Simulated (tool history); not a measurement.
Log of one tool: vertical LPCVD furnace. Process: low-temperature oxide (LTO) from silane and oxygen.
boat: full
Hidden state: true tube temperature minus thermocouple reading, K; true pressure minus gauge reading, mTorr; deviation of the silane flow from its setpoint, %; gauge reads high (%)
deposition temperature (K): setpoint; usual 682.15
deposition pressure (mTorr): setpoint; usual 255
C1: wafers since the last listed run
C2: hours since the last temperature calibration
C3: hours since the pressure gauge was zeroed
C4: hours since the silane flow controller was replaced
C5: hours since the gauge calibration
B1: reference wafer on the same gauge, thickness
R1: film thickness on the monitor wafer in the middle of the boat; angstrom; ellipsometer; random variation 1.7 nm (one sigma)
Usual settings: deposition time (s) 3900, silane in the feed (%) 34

Run 1, hour 0: usual settings but deposition pressure (mTorr) 285; C1 0; C2 2244.9; C3 3801.9; C4 6375.8; C5 736.7; B1 577.45. Result: R1 7083.7 angstrom.
Run 2, hour 285.2: usual settings but deposition pressure (mTorr) 285; C1 3735; C2 2530.1; C3 4087.1; C4 6661; C5 1021.9; B1 578.3. Result: R1 7098.6 angstrom.
Run 3, hour 351.8: usual settings but deposition pressure (mTorr) 285; C1 872; C2 2596.7; C3 4153.7; C4 6727.6; C5 1088.5; B1 578.14. Result: R1 7122 angstrom.
Run 4, hour 406.5: usual settings; C1 716; C2 2651.4; C3 4208.4; C4 6782.3; C5 1143.2; B1 577.66. Result: R1 6355.6 angstrom.
Run 5, hour 478: usual settings; C1 936; C2 2722.9; C3 4279.9; C4 6853.8; C5 1214.7; B1 578.37. Result: R1 6373.3 angstrom.
Run 6, hour 517.2: usual settings; C1 513; C2 2762.1; C3 4319.1; C4 6893; C5 1253.9; B1 578.26. Result: R1 6363.7 angstrom.
Run 7, hour 559.6: usual settings; C1 555; C2 2804.5; C3 4361.5; C4 6935.4; C5 1296.3; B1 577.81. Result: R1 6357.6 angstrom.
Run 8, hour 613.5: usual settings but deposition pressure (mTorr) 290; C1 705; C2 2858.4; C3 4415.4; C4 6989.3; C5 1350.2; B1 577.86. Result: R1 7232 angstrom.
At hour 643.9: silane flow controller replaced.
Run 9, hour 684.2: usual settings; C1 611; C2 2929.1; C3 4486.1; C4 40.3; C5 1420.9; B1 577.73. Result: R1 6378.9 angstrom.
Run 10, hour 785: usual settings but deposition pressure (mTorr) 280, silane in the feed (%) 37; C1 1320; C2 3029.9; C3 4586.9; C4 141.1; C5 1521.7; B1 577.53. Result: R1 7780 angstrom.
Run 11, hour 825.8: usual settings but deposition time (s) 3090, silane in the feed (%) 29; C1 534; C2 3070.7; C3 4627.7; C4 181.9; C5 1562.5; B1 578.45. Result: R1 4037.4 angstrom.
Run 12, hour 895.9: usual settings; C1 918; C2 3140.8; C3 4697.8; C4 252; C5 1632.6; B1 578.37. Result: R1 6332.8 angstrom.
Run 13, hour 993: usual settings but deposition pressure (mTorr) 225, deposition time (s) 5310; C1 1271; C2 3237.9; C3 4794.9; C4 349.1; C5 1729.7; B1 578.12. Result: R1 7596.6 angstrom.
At hour 1015.3: gauge calibrated.
Run 14, hour 1097.8: usual settings; C1 1372; C2 3342.7; C3 4899.7; C4 453.9; C5 82.5; B1 578.13. Result: R1 6363.9 angstrom.
At hour 1136.5: pressure gauge zeroed.
Run 15, hour 1150.7: usual settings; C1 378; C2 3395.6; C3 14.2; C4 506.8; C5 135.4; B1 578.17. Result: R1 6347.6 angstrom.
At hour 1175.5: thermocouples replaced and temperature profile calibrated.
Run 16, hour 1190: usual settings but deposition temperature (K) 671.15, deposition pressure (mTorr) 225, deposition time (s) 5310, silane in the feed (%) 41; C1 200; C2 14.5; C3 53.5; C4 546.1; C5 174.7; B1 577.83. Result: R1 8533.2 angstrom.
Run 17, hour 1443.9: usual settings but deposition temperature (K) 693.15, deposition pressure (mTorr) 215, deposition time (s) 2550, silane in the feed (%) 38; C1 3325; C2 268.4; C3 307.4; C4 800; C5 428.6; B1 577.93. Result: R1 4551.8 angstrom.
Run 18, hour 1721.8: usual settings; C1 3639; C2 546.3; C3 585.3; C4 1077.9; C5 706.5; B1 578.17. Result: R1 6328 angstrom.
Run 19, hour 1811.8: usual settings but deposition temperature (K) 674.15, deposition pressure (mTorr) 240, deposition time (s) 5220, silane in the feed (%) 30; C1 1178; C2 636.3; C3 675.3; C4 1167.9; C5 796.5; B1 577.7. Result: R1 6127 angstrom.
Run 20, hour 1905.4: usual settings but deposition time (s) 5190, silane in the feed (%) 40; C1 1225; C2 729.9; C3 768.9; C4 1261.5; C5 890.1; B1 577.46. Result: R1 10372.8 angstrom.
Run 21, hour 1975.3: usual settings but deposition temperature (K) 671.15, deposition pressure (mTorr) 230, deposition time (s) 4590; C1 915; C2 799.8; C3 838.8; C4 1331.4; C5 960; B1 578.16. Result: R1 5949 angstrom.
Run 22, hour 2030: usual settings but deposition temperature (K) 689.15, silane in the feed (%) 38; C1 716; C2 854.5; C3 893.5; C4 1386.1; C5 1014.7; B1 578.11. Result: R1 7887.5 angstrom.
Run 23, hour 2074.3: usual settings but deposition temperature (K) 689.15, deposition pressure (mTorr) 310, deposition time (s) 5400, silane in the feed (%) 40; C1 580; C2 898.8; C3 937.8; C4 1430.4; C5 1059; B1 577.75. Result: R1 14141.6 angstrom.

3 ways to go on from here, each from the tool as it stands after run 23. What would each give?
Run A, hour 2079.5: usual settings; C1 68; C2 904; C3 943; C4 1435.6; C5 1064.2; B1 ?. Result: R1 ?.
Run B, hour 2079.5: usual settings but deposition temperature (K) 690.15, deposition time (s) 5340, silane in the feed (%) 39; C1 68; C2 904; C3 943; C4 1435.6; C5 1064.2; B1 ?. Result: R1 ?.
Run C, hour 2079.5: usual settings but deposition temperature (K) 694.15, deposition time (s) 5010; C1 68; C2 904; C3 943; C4 1435.6; C5 1064.2; B1 ?. Result: R1 ?.

run      B1       R1
  A  578.36   6382.7
  B  578.36  11315.1
  C  578.36   9345.5
Without the tool's hidden state the same runs would have given:
run       R1
  A   6382.7
  B  11315.1
  C   9345.5
